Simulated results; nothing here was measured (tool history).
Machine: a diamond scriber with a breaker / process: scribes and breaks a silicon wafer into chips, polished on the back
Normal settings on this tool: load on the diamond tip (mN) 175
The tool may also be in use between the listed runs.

run	hour	load on the diamond tip (mN)	wafers since the last listed run	hours since the diamond tip was replaced	hours since the load on the tip was calibrated	incoming depth of the damage left on the back of the incoming wafer, um	depth of the median crack under the scribed line (um)	chips rejected at inspection after the break (%)
1	0	175	0	267.5	945.4	0.05	6.55	5.99
2	25.8	175	56	293.3	971.2	0.04	6.46	5.93
3	57.2	175	69	324.7	1002.6	0.02	6.39	6.53
4	82.2	194	54	349.7	1027.6	0.02	6.72	3.28
# hour 94.5: diamond tip replaced by a new one
5	112.3	194	61	17.8	1057.7	0.03	7.6	0.9
6	126	194	30	31.5	1071.4	0.05	7.45	0.77
7	150	145	52	55.5	1095.4	0.04	6.56	5.6
8	166.1	175	35	71.6	1111.5	0.04	7.02	2.05
9	189.3	175	51	94.8	1134.7	0.03	6.9	2.29
10	215.1	175	56	120.6	1160.5	0.03	6.75	2.93
11	230.2	175	33	135.7	1175.6	0.02	6.8	3.49
12	302	175	157	207.5	1247.4	0.02	6.74	4.05
13	320.4	175	40	225.9	1265.8	0.02	6.66	4.5
# hour 336.9: load on the tip recalibrated
14	353.4	207	68	258.9	16.5	0.04	7.04	1.46
15	366.7	139	29	272.2	29.8	0.05	6.05	11.98
16	384.3	175	38	289.8	47.4	0.03	6.61	5.46
# hour 388.3: diamond tip replaced by a new one
17	400.8	190	31	12.5	63.9	0.04	7.63	0.88
18	414.9	175	31	26.6	78	0.04	7.24	1.08
19	448.8	151	74	60.5	111.9	0.01	6.62	5.04
20	470	175	46	81.7	133.1	0.02	6.95	2.43
21	485.2	148	33	96.9	148.3	0.02	6.39	7.28
22	516.4	198	68	128.1	179.5	0.04	7.23	1.2
23	544.5	206	61	156.2	207.6	0.03	7.22	1.2
24	557	203	27	168.7	220.1	0.04	7.01	1.28
25	580	148	50	191.7	243.1	0.04	6.16	9.09

What if the next run were any one of these 3? Each begins from the tool's condition after run 25:
A	580.7	214	1	192.4	243.8	0.03	?	?
B	580.7	224	1	192.4	243.8	0.03	?	?
C	580.7	124	1	192.4	243.8	0.03	?	?

run	depth of the median crack under the scribed line (um)	chips rejected at inspection after the break (%)
A	7.39	0.93
B	7.55	0.77
C	5.88	16.63
Had the tool no hidden state, the same runs would have come out as:
run	depth of the median crack under the scribed line (um)	chips rejected at inspection after the break (%)
A	8.28	2.91
B	8.46	4.02
C	6.59	5.84
